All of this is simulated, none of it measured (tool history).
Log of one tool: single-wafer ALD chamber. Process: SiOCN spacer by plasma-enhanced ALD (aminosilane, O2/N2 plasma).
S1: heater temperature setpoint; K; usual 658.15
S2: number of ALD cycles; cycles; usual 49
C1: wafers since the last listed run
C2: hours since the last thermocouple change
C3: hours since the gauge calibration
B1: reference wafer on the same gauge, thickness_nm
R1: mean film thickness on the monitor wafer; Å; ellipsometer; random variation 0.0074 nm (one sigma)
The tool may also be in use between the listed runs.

Run 1, hour 0.0: usual settings but S1 646.15 K, S2 54 cycles; C1 0; C2 1953.6; C3 260.3; B1 2.587. Result: R1 32.46 Å.
At hour 4.7: gauge calibrated.
Run 2, hour 22.2: usual settings but S1 646.15 K, S2 54 cycles; C1 146; C2 1975.8; C3 17.5; B1 2.590. Result: R1 32.27 Å.
Run 3, hour 38.3: usual settings but S2 56 cycles; C1 106; C2 1991.9; C3 33.6; B1 2.591. Result: R1 33.68 Å.
Run 4, hour 53.2: usual settings but S2 56 cycles; C1 98; C2 2006.8; C3 48.5; B1 2.590. Result: R1 33.55 Å.
Run 5, hour 74.1: usual settings but S2 53 cycles; C1 138; C2 2027.7; C3 69.4; B1 2.589. Result: R1 31.75 Å.
Run 6, hour 89.7: usual settings but S2 53 cycles; C1 103; C2 2043.3; C3 85.0; B1 2.590. Result: R1 31.92 Å.
Run 7, hour 120.4: usual settings but S2 53 cycles; C1 202; C2 2074.0; C3 115.7; B1 2.590. Result: R1 31.94 Å.
Run 8, hour 153.6: usual settings; C1 219; C2 2107.2; C3 148.9; B1 2.590. Result: R1 29.44 Å.
Run 9, hour 170.9: usual settings; C1 114; C2 2124.5; C3 166.2; B1 2.593. Result: R1 29.39 Å.
Run 10, hour 184.4: usual settings; C1 89; C2 2138.0; C3 179.7; B1 2.587. Result: R1 29.29 Å.
Run 11, hour 214.0: usual settings; C1 195; C2 2167.6; C3 209.3; B1 2.591. Result: R1 29.39 Å.
Run 12, hour 246.6: usual settings but S1 670.15 K, S2 41 cycles; C1 215; C2 2200.2; C3 241.9; B1 2.588. Result: R1 24.60 Å.
At hour 260.5: thermocouple changed; heater temperature recalibrated.
Run 13, hour 272.0: usual settings but S1 646.15 K; C1 114; C2 11.5; C3 267.3; B1 2.590. Result: R1 29.45 Å.
Run 14, hour 300.4: usual settings but S2 41 cycles; C1 187; C2 39.9; C3 295.7; B1 2.588. Result: R1 24.64 Å.
Run 15, hour 319.3: usual settings but S2 54 cycles; C1 124; C2 58.8; C3 314.6; B1 2.591. Result: R1 32.59 Å.
Run 16, hour 332.8: usual settings but S2 42 cycles; C1 89; C2 72.3; C3 328.1; B1 2.591. Result: R1 25.30 Å.
At hour 338.2: gauge calibrated.
Run 17, hour 357.1: usual settings but S1 664.15 K; C1 160; C2 96.6; C3 18.9; B1 2.589. Result: R1 29.54 Å.
Run 18, hour 378.9: usual settings but S1 666.15 K, S2 52 cycles; C1 143; C2 118.4; C3 40.7; B1 2.588. Result: R1 31.18 Å.
Run 19, hour 392.1: usual settings; C1 87; C2 131.6; C3 53.9; B1 2.590. Result: R1 29.43 Å.
Run 20, hour 423.8: usual settings; C1 209; C2 163.3; C3 85.6; B1 2.591. Result: R1 29.54 Å.

How the hidden state differs across the entries between the runs, from the last listed run before each to the first after it:
Between runs 1 and 2: gauge calibrated (hour 4.7)
  no hidden state differs between the two runs
Between runs 12 and 13: thermocouple changed; heater temperature recalibrated (hour 260.5)
  no hidden state differs between the two runs
Between runs 16 and 17: gauge calibrated (hour 338.2)
  no hidden state differs between the two runs

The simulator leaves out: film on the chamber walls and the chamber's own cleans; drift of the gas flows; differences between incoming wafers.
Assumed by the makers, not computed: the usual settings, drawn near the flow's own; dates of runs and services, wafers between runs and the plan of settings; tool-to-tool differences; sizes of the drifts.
